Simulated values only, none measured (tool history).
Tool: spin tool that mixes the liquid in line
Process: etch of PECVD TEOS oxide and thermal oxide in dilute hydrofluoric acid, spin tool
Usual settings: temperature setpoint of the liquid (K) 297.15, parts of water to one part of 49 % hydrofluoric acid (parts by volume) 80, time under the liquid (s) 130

run,hour,temperature setpoint of the liquid (K),parts of water to one part of 49 % hydrofluoric acid (parts by volume),time under the liquid (s),wafers since the last listed run,hours since the thermometer was replaced,hours since the hydrofluoric acid flow meter was replaced,hours since the gauge calibration,"read-back film thickness of the PECVD TEOS oxide reference wafer, read on the same gauge (nm)","read-back film thickness of the thermal oxide reference wafer, read on the same gauge (nm)",thickness taken off the PECVD TEOS oxide on a monitor wafer (Å),thickness taken off the thermal oxide on a monitor wafer (Å)
1,0.0,297.15,80,130,0,771.3,1486.7,18.5,120.00,60.00,168.6,68.1
2,8.1,297.15,80,130,53,779.4,1494.8,26.6,119.95,59.99,168.8,68.0
3,25.2,300.15,80,130,112,796.5,1511.9,43.7,120.01,59.99,190.5,75.9
4,32.5,300.15,80,130,48,803.8,1519.2,51.0,120.00,60.00,190.1,76.2
5,42.4,297.15,80,130,65,813.7,1529.1,60.9,120.01,60.02,170.3,66.3
6,56.4,297.15,80,130,92,827.7,1543.1,74.9,120.02,60.03,168.6,68.2
7,67.9,297.15,80,130,75,839.2,1554.6,86.4,120.01,60.03,169.3,66.6
8,74.5,297.15,80,130,43,845.8,1561.2,93.0,120.02,60.06,167.4,66.9
9,81.1,297.15,80,130,43,852.4,1567.8,99.6,120.04,60.00,170.2,67.1
10,92.1,297.15,80,130,72,863.4,1578.8,110.6,120.05,60.01,165.9,67.7
11,108.2,293.15,65,110,105,879.5,1594.9,126.7,119.99,59.99,152.0,60.9
12,115.0,299.15,60,175,44,886.3,1601.7,133.5,120.00,60.02,337.6,133.3
# hour 130.7: gauge calibrated
13,132.5,293.15,65,165,115,903.8,1619.2,1.8,120.03,59.98,226.4,90.5
# hour 144.1: thermometer replaced
14,149.8,299.65,70,130,107,5.7,1636.5,19.1,119.93,60.00,214.8,85.6
15,171.1,300.15,80,130,140,27.0,1657.8,40.4,119.97,59.98,188.6,76.1
16,179.0,295.15,45,205,52,34.9,1665.7,48.3,120.00,59.99,454.8,181.2
# hour 189.5: hydrofluoric acid flow meter replaced
17,195.3,297.15,80,190,100,51.2,5.8,64.6,119.95,60.00,275.3,109.8
18,212.2,295.65,80,75,111,68.1,22.7,81.5,120.02,60.00,101.2,40.8
19,227.3,295.65,110,105,99,83.2,37.8,96.6,120.00,59.95,100.4,40.4
20,242.7,299.15,105,195,101,98.6,53.2,112.0,120.00,59.97,223.7,88.4
21,251.0,297.15,80,130,54,106.9,61.5,120.3,120.01,60.03,186.0,73.8

How the hidden state differs across the entries between the runs, from the last listed run before each to the first after it:
Between runs 12 and 13: gauge calibrated (hour 130.7)
  hydrofluoric acid flow below the setpoint (%): 10.2 -> 10.3
  measured less the result without the state, thickness taken off the PECVD TEOS oxide on a monitor wafer (Å): -41.8 -> -28.2; thickness taken off the thermal oxide on a monitor wafer (Å): -16.5 -> -11.3
Between runs 13 and 14: thermometer replaced (hour 144.1)
  hydrofluoric acid flow below the setpoint (%): 10.3 -> 10.4
  measured less the result without the state, thickness taken off the PECVD TEOS oxide on a monitor wafer (Å): -28.2 -> -27.6; thickness taken off the thermal oxide on a monitor wafer (Å): -11.3 -> -11.0
Between runs 16 and 17: hydrofluoric acid flow meter replaced (hour 189.5)
  hydrofluoric acid flow below the setpoint (%): 10.6 -> 0.572
  measured less the result without the state, thickness taken off the PECVD TEOS oxide on a monitor wafer (Å): -57.3 -> -1.7; thickness taken off the thermal oxide on a monitor wafer (Å): -22.8 -> -0.7
